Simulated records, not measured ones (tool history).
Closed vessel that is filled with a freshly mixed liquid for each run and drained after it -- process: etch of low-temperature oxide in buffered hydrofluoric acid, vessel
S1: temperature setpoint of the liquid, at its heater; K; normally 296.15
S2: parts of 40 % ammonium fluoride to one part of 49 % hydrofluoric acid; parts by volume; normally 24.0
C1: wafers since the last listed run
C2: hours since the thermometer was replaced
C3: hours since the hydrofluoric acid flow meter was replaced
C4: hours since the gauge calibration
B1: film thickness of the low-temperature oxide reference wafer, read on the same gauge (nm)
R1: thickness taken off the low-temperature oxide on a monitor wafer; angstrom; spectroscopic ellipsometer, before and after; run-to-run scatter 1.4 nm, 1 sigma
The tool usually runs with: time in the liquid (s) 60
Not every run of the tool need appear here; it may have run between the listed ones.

Run 1, hour 0.0: usual settings but time in the liquid (s) 70; C1 0; C2 479.5; C3 449.1; C4 251.2; B1 100.00. Result: R1 1831.3 angstrom.
Run 2, hour 27.4: usual settings but time in the liquid (s) 70; C1 3805; C2 506.9; C3 476.5; C4 278.6; B1 99.98. Result: R1 1839.7 angstrom.
Run 3, hour 64.3: usual settings but S1 299.15 K, S2 17.0 parts by volume; C1 5125; C2 543.8; C3 513.4; C4 315.5; B1 100.01. Result: R1 2436.5 angstrom.
Run 4, hour 229.8: usual settings but S1 299.15 K, S2 17.0 parts by volume; C1 22988; C2 709.3; C3 678.9; C4 481.0; B1 99.98. Result: R1 2473.4 angstrom.
Run 5, hour 267.2: usual settings but S1 299.15 K, S2 17.0 parts by volume; C1 5194; C2 746.7; C3 716.3; C4 518.4; B1 100.01. Result: R1 2416.4 angstrom.
Run 6, hour 338.8: usual settings; C1 9945; C2 818.3; C3 787.9; C4 590.0; B1 100.00. Result: R1 1572.1 angstrom.
Run 7, hour 364.8: usual settings but S1 293.65 K, S2 17.0 parts by volume; C1 3611; C2 844.3; C3 813.9; C4 616.0; B1 99.99. Result: R1 1790.3 angstrom.
Run 8, hour 409.5: usual settings but S1 293.65 K, S2 17.0 parts by volume; C1 6208; C2 889.0; C3 858.6; C4 660.7; B1 100.00. Result: R1 1774.5 angstrom.
Run 9, hour 476.2: usual settings but S1 293.65 K, S2 17.0 parts by volume; C1 9264; C2 955.7; C3 925.3; C4 727.4; B1 100.02. Result: R1 1768.5 angstrom.
Run 10, hour 524.6: usual settings but S1 293.15 K, time in the liquid (s) 85; C1 6722; C2 1004.1; C3 973.7; C4 775.8; B1 100.00. Result: R1 1861.0 angstrom.
Run 11, hour 576.9: usual settings but S1 293.15 K, time in the liquid (s) 85; C1 7264; C2 1056.4; C3 1026.0; C4 828.1; B1 99.99. Result: R1 1838.0 angstrom.
Run 12, hour 620.6: usual settings; C1 6069; C2 1100.1; C3 1069.7; C4 871.8; B1 100.03. Result: R1 1529.2 angstrom.
Run 13, hour 687.1: usual settings; C1 9236; C2 1166.6; C3 1136.2; C4 938.3; B1 100.01. Result: R1 1540.4 angstrom.
At hour 699.0: thermometer replaced.
Run 14, hour 802.9: usual settings but S2 30.0 parts by volume; C1 15945; C2 103.9; C3 1252.0; C4 1054.1; B1 100.00. Result: R1 1255.5 angstrom.
Run 15, hour 873.4: usual settings; C1 9792; C2 174.4; C3 1322.5; C4 1124.6; B1 100.03. Result: R1 1521.0 angstrom.
Run 16, hour 942.3: usual settings but S1 297.65 K, S2 18.0 parts by volume; C1 9570; C2 243.3; C3 1391.4; C4 1193.5; B1 100.00. Result: R1 1997.8 angstrom.
At hour 959.0: hydrofluoric acid flow meter replaced.
Run 17, hour 970.0: usual settings but S1 292.15 K, S2 30.0 parts by volume, time in the liquid (s) 75; C1 3708; C2 271.0; C3 11.0; C4 1221.2; B1 100.01. Result: R1 1431.5 angstrom.
Run 18, hour 1032.9: usual settings but S1 292.65 K; C1 8736; C2 333.9; C3 73.9; C4 1284.1; B1 99.99. Result: R1 1342.3 angstrom.
Run 19, hour 1082.9: usual settings but S2 21.0 parts by volume, time in the liquid (s) 80; C1 6945; C2 383.9; C3 123.9; C4 1334.1; B1 100.00. Result: R1 2375.4 angstrom.
At hour 1110.5: gauge calibrated.
Run 20, hour 1138.7: usual settings but S1 294.15 K, S2 28.0 parts by volume, time in the liquid (s) 80; C1 7750; C2 439.7; C3 179.7; C4 28.2; B1 100.01. Result: R1 1772.7 angstrom.
Run 21, hour 1171.2: usual settings but S1 292.65 K, time in the liquid (s) 95; C1 4514; C2 472.2; C3 212.2; C4 60.7; B1 99.99. Result: R1 2117.6 angstrom.
Run 22, hour 1227.0: usual settings but S1 292.65 K, time in the liquid (s) 45; C1 7750; C2 528.0; C3 268.0; C4 116.5; B1 100.00. Result: R1 988.5 angstrom.
Run 23, hour 1267.9: usual settings but S2 30.0 parts by volume, time in the liquid (s) 40; C1 5681; C2 568.9; C3 308.9; C4 157.4; B1 100.00. Result: R1 920.6 angstrom.
Run 24, hour 1317.9: usual settings but S1 300.65 K, S2 20.0 parts by volume, time in the liquid (s) 40; C1 6945; C2 618.9; C3 358.9; C4 207.4; B1 100.02. Result: R1 1564.8 angstrom.
Run 25, hour 1360.2: usual settings but time in the liquid (s) 50; C1 5875; C2 661.2; C3 401.2; C4 249.7; B1 100.01. Result: R1 1342.2 angstrom.
Run 26, hour 1384.5: usual settings but S1 299.65 K, S2 16.0 parts by volume; C1 3375; C2 685.5; C3 425.5; C4 274.0; B1 99.99. Result: R1 2699.0 angstrom.
Run 27, hour 1444.3: usual settings but S1 293.15 K, time in the liquid (s) 70; C1 8306; C2 745.3; C3 485.3; C4 333.8; B1 100.00. Result: R1 1609.7 angstrom.
Run 28, hour 1653.9: usual settings but S1 291.15 K, S2 18.0 parts by volume, time in the liquid (s) 45; C1 29113; C2 954.9; C3 694.9; C4 543.4; B1 100.00. Result: R1 1109.1 angstrom.
Run 29, hour 1725.3: usual settings; C1 9917; C2 1026.3; C3 766.3; C4 614.8; B1 99.98. Result: R1 1550.1 angstrom.
Run 30, hour 1749.6: usual settings; C1 3375; C2 1050.6; C3 790.6; C4 639.1; B1 100.00. Result: R1 1561.2 angstrom.
Run 31, hour 1820.1: usual settings; C1 9792; C2 1121.1; C3 861.1; C4 709.6; B1 100.00. Result: R1 1573.6 angstrom.

What if the next run were any one of these 5? Each begins from the tool's condition after run 31:
Run A, hour 1820.8: usual settings but time in the liquid (s) 45; C1 97; C2 1121.8; C3 861.8; C4 710.3; B1 ?. Result: R1 ?.
Run B, hour 1820.8: usual settings but S1 299.15 K; C1 97; C2 1121.8; C3 861.8; C4 710.3; B1 ?. Result: R1 ?.
Run C, hour 1820.8: usual settings but S1 300.15 K, S2 19.0 parts by volume; C1 97; C2 1121.8; C3 861.8; C4 710.3; B1 ?. Result: R1 ?.
Run D, hour 1820.8: usual settings but S1 298.15 K; C1 97; C2 1121.8; C3 861.8; C4 710.3; B1 ?. Result: R1 ?.
Run E, hour 1820.8: usual settings but S1 298.15 K, S2 29.5 parts by volume, time in the liquid (s) 95; C1 97; C2 1121.8; C3 861.8; C4 710.3; B1 ?. Result: R1 ?.

run      B1      R1
  A  100.02  1168.9
  B  100.02  1836.7
  C  100.02  2275.7
  D  100.02  1739.4
  E  100.02  2352.9
Had the tool no hidden state, the same runs would have come out as:
run      R1
  A  1228.0
  B  1929.3
  C  2427.2
  D  1827.2
  E  2510.5
